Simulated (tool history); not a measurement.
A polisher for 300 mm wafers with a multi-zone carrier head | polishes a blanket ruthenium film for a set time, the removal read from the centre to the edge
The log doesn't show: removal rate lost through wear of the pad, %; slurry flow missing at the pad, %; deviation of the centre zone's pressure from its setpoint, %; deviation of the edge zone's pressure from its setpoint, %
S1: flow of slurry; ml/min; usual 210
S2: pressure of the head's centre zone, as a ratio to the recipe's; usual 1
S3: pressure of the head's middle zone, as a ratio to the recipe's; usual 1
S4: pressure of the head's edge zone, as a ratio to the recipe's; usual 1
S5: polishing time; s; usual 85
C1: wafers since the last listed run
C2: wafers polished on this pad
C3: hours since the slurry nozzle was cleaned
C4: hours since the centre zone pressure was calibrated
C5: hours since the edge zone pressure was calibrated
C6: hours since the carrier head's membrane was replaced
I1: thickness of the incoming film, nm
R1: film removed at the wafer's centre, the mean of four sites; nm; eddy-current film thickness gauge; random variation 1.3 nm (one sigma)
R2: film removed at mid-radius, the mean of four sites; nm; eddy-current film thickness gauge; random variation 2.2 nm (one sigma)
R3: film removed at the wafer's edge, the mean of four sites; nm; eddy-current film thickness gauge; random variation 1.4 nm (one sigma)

Run 1, hour 0: usual settings but S1 265 ml/min; C1 0; C2 962; C3 538.2; C4 722.9; C5 1366.9; C6 796.5; I1 343.4. Result: R1 136.2 nm, R2 139.6 nm, R3 139.5 nm.
At hour 3.9: worn pad replaced by a new one.
Run 2, hour 13.9: usual settings but S4 0.91; C1 119; C2 119; C3 552.1; C4 736.8; C5 1380.8; C6 810.4; I1 346.1. Result: R1 129.6 nm, R2 127.9 nm, R3 126 nm.
Run 3, hour 23.7: usual settings but S4 0.91; C1 116; C2 235; C3 561.9; C4 746.6; C5 1390.6; C6 820.2; I1 337.8. Result: R1 131.3 nm, R2 130.9 nm, R3 126.9 nm.
Run 4, hour 41.1: usual settings but S4 0.91; C1 206; C2 442; C3 579.3; C4 764; C5 1408; C6 837.6; I1 334. Result: R1 133.1 nm, R2 133.4 nm, R3 127.5 nm.
Run 5, hour 50.7: usual settings; C1 114; C2 556; C3 588.9; C4 773.6; C5 1417.6; C6 847.2; I1 345.6. Result: R1 129.6 nm, R2 133.8 nm, R3 135.1 nm.
Run 6, hour 62.3: usual settings; C1 137; C2 693; C3 600.5; C4 785.2; C5 1429.2; C6 858.8; I1 338. Result: R1 130 nm, R2 132 nm, R3 133.5 nm.
Run 7, hour 73.9: usual settings but S4 1.03; C1 137; C2 831; C3 612.1; C4 796.8; C5 1440.8; C6 870.4; I1 341. Result: R1 129.8 nm, R2 128.7 nm, R3 135.7 nm.
At hour 85.2: worn pad replaced by a new one.
Run 8, hour 86.1: usual settings; C1 97; C2 10; C3 624.3; C4 809; C5 1453; C6 882.6; I1 346.7. Result: R1 128.1 nm, R2 130.4 nm, R3 133.4 nm.
At hour 94.3: slurry nozzle cleaned.
At hour 98: carrier head's membrane replaced by a new one.
Run 9, hour 98.5: usual settings; C1 91; C2 102; C3 4.2; C4 821.4; C5 1465.4; C6 0.5; I1 337.2. Result: R1 146.4 nm, R2 142.3 nm, R3 144 nm.
Run 10, hour 99.9: usual settings; C1 16; C2 118; C3 5.6; C4 822.8; C5 1466.8; C6 1.9; I1 338.4. Result: R1 148.4 nm, R2 144 nm, R3 142.6 nm.
Run 11, hour 112: usual settings but S1 230 ml/min, S2 0.97; C1 143; C2 262; C3 17.7; C4 834.9; C5 1478.9; C6 14; I1 341.5. Result: R1 143.2 nm, R2 144.9 nm, R3 147.6 nm.
At hour 119.1: centre zone pressure recalibrated.
Run 12, hour 125.7: usual settings but S2 0.93, S3 1.06; C1 138; C2 401; C3 31.4; C4 6.6; C5 1492.6; C6 27.7; I1 333.3. Result: R1 134.5 nm, R2 151.5 nm, R3 146.1 nm.
Run 13, hour 143.1: usual settings but S1 160 ml/min, S4 0.91, S5 74 s; C1 206; C2 608; C3 48.8; C4 24; C5 1510; C6 45.1; I1 340.6. Result: R1 119.3 nm, R2 120 nm, R3 115.6 nm.

Forecast run 14:
Run 14, hour 150: usual settings but S1 270 ml/min; C1 81; C2 690; C3 55.7; C4 30.9; C5 1516.9; C6 52; I1 340.1. Result: R1 ?, R2 ?, R3 ?.

{"run 14": {"R1": 151.5, "R2": 145.9, "R3": 145.8}}
Without the tool's hidden state the same run would have given R1 153.9 nm, R2 148 nm, R3 147.4 nm.
